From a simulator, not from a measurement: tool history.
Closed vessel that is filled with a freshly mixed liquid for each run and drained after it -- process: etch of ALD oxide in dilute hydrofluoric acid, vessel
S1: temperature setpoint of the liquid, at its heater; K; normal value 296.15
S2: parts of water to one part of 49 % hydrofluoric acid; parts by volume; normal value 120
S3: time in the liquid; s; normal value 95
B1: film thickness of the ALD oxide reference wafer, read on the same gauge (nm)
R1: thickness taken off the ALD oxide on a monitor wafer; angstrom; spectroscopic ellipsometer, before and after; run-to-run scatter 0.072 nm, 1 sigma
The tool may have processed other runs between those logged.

run	day	S1	S2	S3	B1	R1
1	0.000	296.15	85	130	117.67	150.0
2	2.850	296.15	85	130	117.39	151.1
3	5.212	293.15	120	135	117.17	94.9
4	7.029	293.15	120	135	116.99	93.7
5	9.462	292.65	120	85	116.76	57.2
6	13.317	292.65	120	85	116.43	57.7
7	15.458	292.65	120	85	116.21	57.9
# day 17.546: thermometer replaced
8	18.125	296.15	120	95	115.94	74.1
# day 20.233: gauge calibrated
9	21.796	296.15	120	95	119.70	75.3
10	25.129	296.15	120	95	119.39	75.8
11	29.525	296.15	120	95	119.00	75.6
12	32.162	296.15	120	95	118.74	74.9
13	34.725	301.15	80	130	118.47	198.8
14	38.821	292.15	120	95	118.10	63.6
15	42.100	296.15	120	95	117.81	75.0
# day 43.358: hydrofluoric acid flow meter replaced
16	45.562	293.65	120	95	117.50	67.0
# day 46.971: thermometer replaced
17	49.383	296.15	120	145	117.13	113.7
18	53.338	296.15	105	95	116.76	87.3
19	57.362	293.15	155	50	116.37	25.6
20	62.788	296.15	120	95	115.89	73.2
21	64.762	292.65	120	85	115.71	57.3
22	67.367	296.15	120	150	115.44	115.7

Pick out some run-to-run changes in R1. Of each, how much would a tool without hidden state show as well, from the settings, what came in and chance, and how much is left for the hidden state and any gauge scatter not in both results compared?
The hidden state here: liquid hotter than its thermometer reads (K); hydrofluoric acid flow above the setpoint (%); gauge reads high (%).
Run 8 -> 9: gauge calibrated. R1 +1.2 angstrom: hidden state +2.4, all else -1.2.
Run 12 -> 13: S1 296.15 -> 301.15, S2 120 -> 80, S3 95 -> 130. R1 +123.9 angstrom: hidden state -1.7, all else +125.6.
Run 13 -> 14: S1 301.15 -> 292.15, S2 80 -> 120, S3 130 -> 95. R1 -135.2 angstrom: hidden state +1.5, all else -136.7.
Run 21 -> 22: S1 292.65 -> 296.15, S3 85 -> 150. R1 +58.4 angstrom: hidden state -2.4, all else +60.8.
